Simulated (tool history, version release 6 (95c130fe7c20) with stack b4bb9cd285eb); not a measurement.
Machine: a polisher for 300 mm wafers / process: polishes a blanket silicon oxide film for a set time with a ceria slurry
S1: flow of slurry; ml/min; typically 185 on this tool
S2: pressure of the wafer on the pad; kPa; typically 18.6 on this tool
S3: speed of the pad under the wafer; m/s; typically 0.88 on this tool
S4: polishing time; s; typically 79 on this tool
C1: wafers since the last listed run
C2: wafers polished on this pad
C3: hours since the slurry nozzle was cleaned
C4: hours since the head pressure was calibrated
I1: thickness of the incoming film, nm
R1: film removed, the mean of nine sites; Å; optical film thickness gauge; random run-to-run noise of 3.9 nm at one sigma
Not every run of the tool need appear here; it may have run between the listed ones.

{"run": 1, "hour": 0.0, "S1": 185, "S2": 18.6, "S3": 0.76, "S4": 79, "C1": 0, "C2": 635, "C3": 338.6, "C4": 1069.3, "I1": 810, "R1": 2930}
{"run": 2, "hour": 6.4, "S1": 185, "S2": 18.6, "S3": 0.88, "S4": 95, "C1": 54, "C2": 689, "C3": 345, "C4": 1075.7, "I1": 829.4, "R1": 3909}
{"run": 3, "hour": 20.7, "S1": 185, "S2": 18.6, "S3": 0.88, "S4": 71, "C1": 122, "C2": 812, "C3": 359.3, "C4": 1090, "I1": 811.5, "R1": 2960}
{"run": 4, "hour": 38.3, "S1": 185, "S2": 18.6, "S3": 0.88, "S4": 99, "C1": 150, "C2": 962, "C3": 376.9, "C4": 1107.6, "I1": 822.2, "R1": 4021}
{"hour": 83.4, "done": "worn pad replaced by a new one"}
{"run": 5, "hour": 84.9, "S1": 185, "S2": 18.6, "S3": 0.88, "S4": 99, "C1": 364, "C2": 12, "C3": 423.5, "C4": 1154.2, "I1": 833.8, "R1": 4226}
{"run": 6, "hour": 102.4, "S1": 185, "S2": 18.6, "S3": 0.88, "S4": 99, "C1": 149, "C2": 162, "C3": 441, "C4": 1171.7, "I1": 809.8, "R1": 4132}
{"run": 7, "hour": 111.2, "S1": 185, "S2": 18.6, "S3": 0.88, "S4": 79, "C1": 75, "C2": 237, "C3": 449.8, "C4": 1180.5, "I1": 823.4, "R1": 3233}
{"run": 8, "hour": 129.0, "S1": 185, "S2": 18.6, "S3": 0.88, "S4": 79, "C1": 152, "C2": 390, "C3": 467.6, "C4": 1198.3, "I1": 815.5, "R1": 3294}
{"run": 9, "hour": 144.5, "S1": 185, "S2": 18.6, "S3": 0.88, "S4": 79, "C1": 132, "C2": 522, "C3": 483.1, "C4": 1213.8, "I1": 817.8, "R1": 3454}
{"run": 10, "hour": 151.1, "S1": 230, "S2": 18.6, "S3": 0.88, "S4": 79, "C1": 56, "C2": 579, "C3": 489.7, "C4": 1220.4, "I1": 821.1, "R1": 3523}
{"run": 11, "hour": 165.3, "S1": 135, "S2": 18.6, "S3": 0.88, "S4": 79, "C1": 121, "C2": 700, "C3": 503.9, "C4": 1234.6, "I1": 810.8, "R1": 3142}
{"hour": 179.0, "done": "slurry nozzle cleaned"}
{"run": 12, "hour": 180.4, "S1": 135, "S2": 18.6, "S3": 0.88, "S4": 79, "C1": 120, "C2": 821, "C3": 1.4, "C4": 1249.7, "I1": 832.8, "R1": 3156}
{"run": 13, "hour": 190.5, "S1": 185, "S2": 18.6, "S3": 0.88, "S4": 79, "C1": 86, "C2": 908, "C3": 11.5, "C4": 1259.8, "I1": 820.3, "R1": 3374}
{"run": 14, "hour": 206.1, "S1": 185, "S2": 15.2, "S3": 0.88, "S4": 79, "C1": 133, "C2": 1041, "C3": 27.1, "C4": 1275.4, "I1": 826, "R1": 2740}
{"hour": 217.2, "done": "head pressure recalibrated"}
{"hour": 224.5, "done": "worn pad replaced by a new one, of another model than before"}
{"run": 15, "hour": 225.0, "S1": 185, "S2": 18.6, "S3": 0.88, "S4": 79, "C1": 110, "C2": 4, "C3": 46, "C4": 7.8, "I1": 820.8, "R1": 2925}
{"run": 16, "hour": 261.7, "S1": 185, "S2": 18.6, "S3": 0.88, "S4": 79, "C1": 314, "C2": 318, "C3": 82.7, "C4": 44.5, "I1": 822, "R1": 2976}
{"run": 17, "hour": 274.3, "S1": 185, "S2": 18.6, "S3": 0.88, "S4": 107, "C1": 107, "C2": 426, "C3": 95.3, "C4": 57.1, "I1": 828.9, "R1": 4011}
{"run": 18, "hour": 281.0, "S1": 185, "S2": 23.4, "S3": 1.08, "S4": 79, "C1": 57, "C2": 483, "C3": 102, "C4": 63.8, "I1": 824.5, "R1": 3657}
{"run": 19, "hour": 293.5, "S1": 185, "S2": 18.6, "S3": 0.88, "S4": 79, "C1": 106, "C2": 590, "C3": 114.5, "C4": 76.3, "I1": 832.5, "R1": 2939}
{"run": 20, "hour": 304.3, "S1": 185, "S2": 18.6, "S3": 0.62, "S4": 79, "C1": 92, "C2": 682, "C3": 125.3, "C4": 87.1, "I1": 828.9, "R1": 2510}
{"run": 21, "hour": 312.2, "S1": 185, "S2": 18.6, "S3": 0.96, "S4": 62, "C1": 67, "C2": 750, "C3": 133.2, "C4": 95, "I1": 824.9, "R1": 2395}
{"run": 22, "hour": 322.0, "S1": 240, "S2": 18.6, "S3": 0.88, "S4": 79, "C1": 83, "C2": 834, "C3": 143, "C4": 104.8, "I1": 817.6, "R1": 2992}
{"run": 23, "hour": 331.5, "S1": 160, "S2": 24.1, "S3": 0.88, "S4": 67, "C1": 81, "C2": 915, "C3": 152.5, "C4": 114.3, "I1": 811.6, "R1": 2839}
{"run": 24, "hour": 346.3, "S1": 185, "S2": 18.6, "S3": 0.88, "S4": 79, "C1": 126, "C2": 1042, "C3": 167.3, "C4": 129.1, "I1": 814.6, "R1": 2972}
{"run": 25, "hour": 359.0, "S1": 185, "S2": 18.6, "S3": 0.88, "S4": 79, "C1": 108, "C2": 1150, "C3": 180, "C4": 141.8, "I1": 831.3, "R1": 2887}
{"hour": 365.6, "done": "worn pad replaced by a new one"}
{"run": 26, "hour": 368.6, "S1": 205, "S2": 23.4, "S3": 0.68, "S4": 79, "C1": 47, "C2": 25, "C3": 189.6, "C4": 151.4, "I1": 815.4, "R1": 3027}

Forecast run 27:
{"run": 27, "hour": 381.0, "S1": 185, "S2": 18.6, "S3": 0.88, "S4": 79, "C1": 106, "C2": 131, "C3": 202, "C4": 163.8, "I1": 816.3, "R1": "?"}

Run 27 yielded R1 2928 Å.
Were there no unlogged condition in the tool, this run, its random variation unchanged, would have produced R1 2977 Å.
